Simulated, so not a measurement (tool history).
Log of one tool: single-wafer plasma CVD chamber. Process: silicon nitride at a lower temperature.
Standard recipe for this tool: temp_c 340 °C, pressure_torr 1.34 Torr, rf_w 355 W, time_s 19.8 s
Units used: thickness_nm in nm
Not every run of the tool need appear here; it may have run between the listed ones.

run    hour  temp_c  pressure_torr  rf_w  time_s  wafers since the last listed run  hours since the last thermocouple change  hours since the last RF generator calibration  hours since the last manometer calibration  hours since the showerhead was replaced  hours since the gauge calibration  read-back reference wafer on the same gauge, thickness_nm  thickness_nm
  1       0     349           1.34   395    19.8                                 0                                    2131.7                                           1730                                      2056.7                                   4464.2                              169.3                                                     21.728        24.035
  2    41.3     340           1.34   385    19.8                               721                                      2173                                         1771.3                                        2098                                   4505.5                              210.6                                                     21.711        23.562
  3   138.5     340           1.34   385    19.8                              1697                                    2270.2                                         1868.5                                      2195.2                                   4602.7                              307.8                                                     21.669        23.377
  4   176.1     340           1.34   385    19.8                               656                                    2307.8                                         1906.1                                      2232.8                                   4640.3                              345.4                                                     21.697        23.201
  5   260.5     348           1.34   385    19.8                              1473                                    2392.2                                         1990.5                                      2317.2                                   4724.7                              429.8                                                     21.685        23.467
  6   319.6     348           1.34   385    19.8                              1031                                    2451.3                                         2049.6                                      2376.3                                   4783.8                              488.9                                                     21.721         23.61
  7   397.7     340           1.34   355    19.8                              1363                                    2529.4                                         2127.7                                      2454.4                                   4861.9                                567                                                     21.714        21.666
      427.1  -- gauge calibrated
      452.2  -- thermocouple changed; heater temperature recalibrated
  8   499.8     340           1.34   355    19.8                              1643                                      47.6                                         2229.8                                      2556.5                                     4964                               72.7                                                     21.697         21.73
  9   572.4     355           1.64   355    21.1                              1267                                     120.2                                         2302.4                                      2629.1                                   5036.6                              145.3                                                     21.673        24.075
        617  -- capacitance manometer re-zeroed and calibrated
 10   617.5     331           1.34   330    18.4                               647                                     165.3                                         2347.5                                         0.5                                   5081.7                              190.4                                                     21.724        18.805
 11   660.3     340           1.65   300    16.9                               747                                     208.1                                         2390.3                                        43.3                                   5124.5                              233.2                                                      21.71        16.252
 12   704.3     348           1.63   335    21.8                               768                                     252.1                                         2434.3                                        87.3                                   5168.5                              277.2                                                     21.666        23.069
 13   744.7     328           1.13   285    22.7                               705                                     292.5                                         2474.7                                       127.7                                   5208.9                              317.6                                                     21.705        18.804
      779.1  -- showerhead replaced, of another model than before
      836.5  -- RF generator calibrated
 14     837     340           1.34   355    19.8                              1332                                     384.8                                            0.5                                         220                                     57.9                              409.9                                                     21.691        23.224
      906.6  -- gauge calibrated
 15   912.4     347           1.34   355    19.8                              1316                                     460.2                                           75.9                                       295.4                                    133.3                                5.8                                                     21.718        23.058
 16   982.3     340           1.34   355    19.8                              1220                                     530.1                                          145.8                                       365.3                                    203.2                               75.7                                                     21.696        22.888
 17  1089.1     330           1.23   355    16.7                              1864                                     636.9                                          252.6                                       472.1                                      310                              182.5                                                      21.74         18.96

Consider 3 possible next runs. They are alternatives, not a sequence: every one starts from the tool as it was left by run 17. What does each give?
  A  1089.5     340           1.34   325    19.8                                 6                                     637.3                                            253                                       472.5                                    310.4                              182.9                                                          ?             ?
  B  1089.5     340           1.34   305    19.8                                 6                                     637.3                                            253                                       472.5                                    310.4                              182.9                                                          ?             ?
  C  1089.5     346           1.34   355    21.6                                 6                                     637.3                                            253                                       472.5                                    310.4                              182.9                                                          ?             ?

run  read-back reference wafer on the same gauge, thickness_nm  thickness_nm
  A                                                     21.701        21.847
  B                                                     21.701        21.092
  C                                                     21.701        24.945
The same runs, with their run-to-run variation unchanged, on a tool lacking any hidden condition would have given:
run  thickness_nm
  A        22.096
  B        21.332
  C        25.218

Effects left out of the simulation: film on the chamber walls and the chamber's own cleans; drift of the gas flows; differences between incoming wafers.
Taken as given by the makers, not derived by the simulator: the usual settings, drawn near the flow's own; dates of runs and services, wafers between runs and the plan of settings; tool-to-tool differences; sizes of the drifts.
